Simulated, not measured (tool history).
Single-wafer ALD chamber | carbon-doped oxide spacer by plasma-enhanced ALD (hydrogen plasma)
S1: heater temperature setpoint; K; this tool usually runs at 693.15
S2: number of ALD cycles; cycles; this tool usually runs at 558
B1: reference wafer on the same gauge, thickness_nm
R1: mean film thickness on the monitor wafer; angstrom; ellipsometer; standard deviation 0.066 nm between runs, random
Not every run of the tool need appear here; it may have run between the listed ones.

{"run": 1, "hour": 0.0, "S1": 704.15, "S2": 598, "B1": 27.9, "R1": 268.61}
{"run": 2, "hour": 34.1, "S1": 704.15, "S2": 598, "B1": 27.907, "R1": 269.38}
{"run": 3, "hour": 55.9, "S1": 704.15, "S2": 598, "B1": 27.913, "R1": 270.04}
{"run": 4, "hour": 85.4, "S1": 693.15, "S2": 634, "B1": 27.9, "R1": 292.49}
{"run": 5, "hour": 117.0, "S1": 693.15, "S2": 634, "B1": 27.902, "R1": 294.71}
{"run": 6, "hour": 134.4, "S1": 693.15, "S2": 634, "B1": 27.892, "R1": 293.5}
{"run": 7, "hour": 219.7, "S1": 693.15, "S2": 558, "B1": 27.92, "R1": 257.52}
{"run": 8, "hour": 232.4, "S1": 701.15, "S2": 522, "B1": 27.896, "R1": 237.44}
{"run": 9, "hour": 249.6, "S1": 693.15, "S2": 558, "B1": 27.895, "R1": 258.74}
{"run": 10, "hour": 276.2, "S1": 693.15, "S2": 558, "B1": 27.886, "R1": 259.44}
{"run": 11, "hour": 288.3, "S1": 693.15, "S2": 558, "B1": 27.902, "R1": 259.99}
{"run": 12, "hour": 319.0, "S1": 693.15, "S2": 558, "B1": 27.893, "R1": 259.25}
{"hour": 417.1, "done": "thermocouple changed; heater temperature recalibrated"}
{"run": 13, "hour": 417.6, "S1": 693.15, "S2": 558, "B1": 27.91, "R1": 262.61}
{"run": 14, "hour": 434.7, "S1": 689.15, "S2": 603, "B1": 27.917, "R1": 287.3}
{"run": 15, "hour": 460.6, "S1": 693.15, "S2": 558, "B1": 27.88, "R1": 262.37}
{"run": 16, "hour": 494.7, "S1": 693.15, "S2": 558, "B1": 27.892, "R1": 263.15}
{"run": 17, "hour": 513.3, "S1": 693.15, "S2": 463, "B1": 27.901, "R1": 217.39}
{"run": 18, "hour": 543.1, "S1": 702.15, "S2": 451, "B1": 27.893, "R1": 206.02}
{"run": 19, "hour": 566.7, "S1": 706.15, "S2": 660, "B1": 27.874, "R1": 299.44}
{"run": 20, "hour": 586.0, "S1": 693.15, "S2": 558, "B1": 27.918, "R1": 262.7}
{"run": 21, "hour": 610.7, "S1": 703.15, "S2": 516, "B1": 27.885, "R1": 235}
{"hour": 616.2, "done": "gauge calibrated"}
{"run": 22, "hour": 626.6, "S1": 693.15, "S2": 558, "B1": 27.886, "R1": 261.47}
{"run": 23, "hour": 648.5, "S1": 707.15, "S2": 651, "B1": 27.905, "R1": 293.03}
{"run": 24, "hour": 678.3, "S1": 693.15, "S2": 558, "B1": 27.907, "R1": 261.18}
{"run": 25, "hour": 696.4, "S1": 689.15, "S2": 476, "B1": 27.916, "R1": 225.01}
{"run": 26, "hour": 731.8, "S1": 683.15, "S2": 625, "B1": 27.899, "R1": 301.24}
{"run": 27, "hour": 763.5, "S1": 686.15, "S2": 643, "B1": 27.907, "R1": 306.68}
{"run": 28, "hour": 797.2, "S1": 693.15, "S2": 558, "B1": 27.89, "R1": 260.26}

Each row is a separate what-if for the run after 28, all from the same tool condition, not one after another. Results?
{"run": "A", "hour": 798.5, "S1": 693.15, "S2": 558, "B1": "?", "R1": "?"}
{"run": "B", "hour": 798.5, "S1": 706.15, "S2": 558, "B1": "?", "R1": "?"}
{"run": "C", "hour": 798.5, "S1": 708.15, "S2": 558, "B1": "?", "R1": "?"}

run=A B1=27.897 R1=260.29
run=B B1=27.897 R1=250.7
run=C B1=27.897 R1=249.23
Stripped of hidden state, with their random variation kept, the same runs would have yielded:
run=A R1=262.58
run=B R1=252.99
run=C R1=251.51
